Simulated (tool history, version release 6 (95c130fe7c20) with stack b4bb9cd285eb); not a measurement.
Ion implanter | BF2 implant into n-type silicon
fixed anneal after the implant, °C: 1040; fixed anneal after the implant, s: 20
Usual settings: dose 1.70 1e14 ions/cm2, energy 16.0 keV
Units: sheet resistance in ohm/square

run   hour  dose  energy  read-back reference wafer on the same gauge, sheet resistance  sheet resistance
  1    0.0  1.46    18.0                                                         778.62            782.46
  2   26.1  1.46    18.0                                                         778.97            783.57
  3   52.9  1.46    18.0                                                         778.63            785.73
  4   81.6  1.70    18.0                                                         779.14            689.14
  5  102.0  1.70    18.0                                                         778.93            688.74
  6  116.3  1.70    16.0                                                         778.62            697.96
  7  139.8  1.70    16.0                                                         779.20            698.78
  8  162.2  1.70    16.0                                                         779.55            697.67
  9  198.1  1.70    16.0                                                         779.03            699.28
     204.2  -- gauge calibrated
     225.5  -- Faraday cup replaced and dose calibrated
     232.8  -- extraction supply calibrated
 10  233.3  1.70    16.0                                                         778.75            671.56
 11  255.5  1.70    16.0                                                         779.21            672.59
 12  283.2  1.54    12.0                                                         778.20            755.71
 13  311.5  1.35    21.5                                                         779.27            792.55
 14  323.7  2.05    21.5                                                         779.37            556.32
 15  341.4  1.93    17.5                                                         778.70            599.23
 16  360.0  1.35    21.5                                                         778.77            792.69
 17  390.4  1.37    16.0                                                         778.81            810.71
 18  408.6  1.52    20.5                                                         779.04            721.44
 19  438.4  1.70    18.5                                                         778.69            665.70
 20  462.7  1.21    18.5                                                         778.97            891.84

Forecast each of these 4 alternatives for the next run:
  A  463.1  1.39    16.0                                                              ?                 ?
  B  463.1  1.88    16.0                                                              ?                 ?
  C  463.1  1.85    21.0                                                              ?                 ?
  D  463.1  1.30    19.0                                                              ?                 ?

run  read-back reference wafer on the same gauge, sheet resistance  sheet resistance
  A                                                         778.94            806.34
  B                                                         778.94            622.19
  C                                                         778.94            613.36
  D                                                         778.94            835.95
Without the tool's hidden state the same runs would have given:
run  sheet resistance
  A            798.65
  B            616.21
  C            607.56
  D            828.09
